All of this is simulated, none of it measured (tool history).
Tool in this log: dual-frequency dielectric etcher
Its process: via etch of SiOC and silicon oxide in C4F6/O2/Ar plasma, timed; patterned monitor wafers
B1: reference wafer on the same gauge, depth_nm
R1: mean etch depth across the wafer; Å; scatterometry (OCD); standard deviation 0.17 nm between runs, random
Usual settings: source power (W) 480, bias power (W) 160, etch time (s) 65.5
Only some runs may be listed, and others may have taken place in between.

Run 1, day 0: usual settings but etch time (s) 58; B1 92.8. Result: R1 737 Å.
At day 2.183: bias power generator calibrated.
Run 2, day 4.2: usual settings; B1 92.7. Result: R1 832 Å.
Run 3, day 6.896: usual settings but etch time (s) 75.5; B1 92.6. Result: R1 959 Å.
Run 4, day 10.875: usual settings but etch time (s) 75.5; B1 92.6. Result: R1 954 Å.
Run 5, day 13.188: usual settings but etch time (s) 75.5; B1 92.5. Result: R1 954 Å.
Run 6, day 16.254: usual settings but bias power (W) 174; B1 92.4. Result: R1 843 Å.
Run 7, day 20.117: usual settings but bias power (W) 174; B1 92.2. Result: R1 840 Å.
At day 23.025: wet clean of the chamber.
Run 8, day 24.179: usual settings but source power (W) 570, bias power (W) 133, etch time (s) 83.5; B1 92. Result: R1 1062 Å.
At day 27.112: source power generator calibrated.
At day 27.317: upper electrode replaced.
Run 9, day 27.896: usual settings but bias power (W) 136, etch time (s) 72.5; B1 92.1. Result: R1 882 Å.
Run 10, day 32.379: usual settings but source power (W) 430; B1 91.8. Result: R1 800 Å.
Run 11, day 36.558: usual settings but bias power (W) 175, etch time (s) 52; B1 91.8. Result: R1 664 Å.
At day 39.021: gauge calibrated.
Run 12, day 39.608: usual settings; B1 93.5. Result: R1 838 Å.
Run 13, day 43.429: usual settings; B1 93.4. Result: R1 836 Å.
Run 14, day 47.546: usual settings but source power (W) 400; B1 93.5. Result: R1 793 Å.
At day 49.962: wet clean of the chamber.
Run 15, day 49.983: usual settings but source power (W) 440, bias power (W) 146, etch time (s) 74.5; B1 93.4. Result: R1 914 Å.
Run 16, day 51.625: usual settings; B1 93.4. Result: R1 834 Å.
Run 17, day 55.579: usual settings but source power (W) 430, bias power (W) 126, etch time (s) 47.5; B1 93.4. Result: R1 561 Å.
Run 18, day 59.379: usual settings; B1 93.4. Result: R1 837 Å.
Run 19, day 62.396: usual settings; B1 93.4. Result: R1 836 Å.
Run 20, day 64.254: usual settings but source power (W) 390; B1 93.3. Result: R1 788 Å.
Run 21, day 67.338: usual settings but source power (W) 530, etch time (s) 47.5; B1 93.3. Result: R1 623 Å.
Run 22, day 71.829: usual settings; B1 93.3. Result: R1 836 Å.
Run 23, day 73.579: usual settings but source power (W) 440, bias power (W) 140, etch time (s) 83; B1 93.1. Result: R1 1005 Å.
At day 75.875: wet clean of the chamber.
Run 24, day 75.896: usual settings; B1 93.1. Result: R1 836 Å.
Run 25, day 79.075: usual settings but source power (W) 570, bias power (W) 178; B1 93.1. Result: R1 896 Å.
Run 26, day 82.104: usual settings but source power (W) 520, etch time (s) 78.5; B1 93. Result: R1 1026 Å.
Run 27, day 84.304: usual settings but etch time (s) 77.5; B1 93. Result: R1 986 Å.
Run 28, day 86.108: usual settings; B1 93. Result: R1 831 Å.
Run 29, day 88.492: usual settings but source power (W) 450; B1 92.9. Result: R1 819 Å.
Run 30, day 91.667: usual settings but source power (W) 590, etch time (s) 59; B1 92.8. Result: R1 798 Å.

Predict each of these 3 candidate next runs independently; none follows another, all start after run 30:
Run A, day 91.683: usual settings but source power (W) 370; B1 ?. Result: R1 ?.
Run B, day 91.683: usual settings but source power (W) 380, bias power (W) 195, etch time (s) 78.5; B1 ?. Result: R1 ?.
Run C, day 91.683: usual settings but source power (W) 410, etch time (s) 47.5; B1 ?. Result: R1 ?.

run    B1   R1
  A  92.9  775
  B  92.9  979
  C  92.9  578
What these runs would have given with no unlogged condition in the tool:
run   R1
  A  779
  B  984
  C  581

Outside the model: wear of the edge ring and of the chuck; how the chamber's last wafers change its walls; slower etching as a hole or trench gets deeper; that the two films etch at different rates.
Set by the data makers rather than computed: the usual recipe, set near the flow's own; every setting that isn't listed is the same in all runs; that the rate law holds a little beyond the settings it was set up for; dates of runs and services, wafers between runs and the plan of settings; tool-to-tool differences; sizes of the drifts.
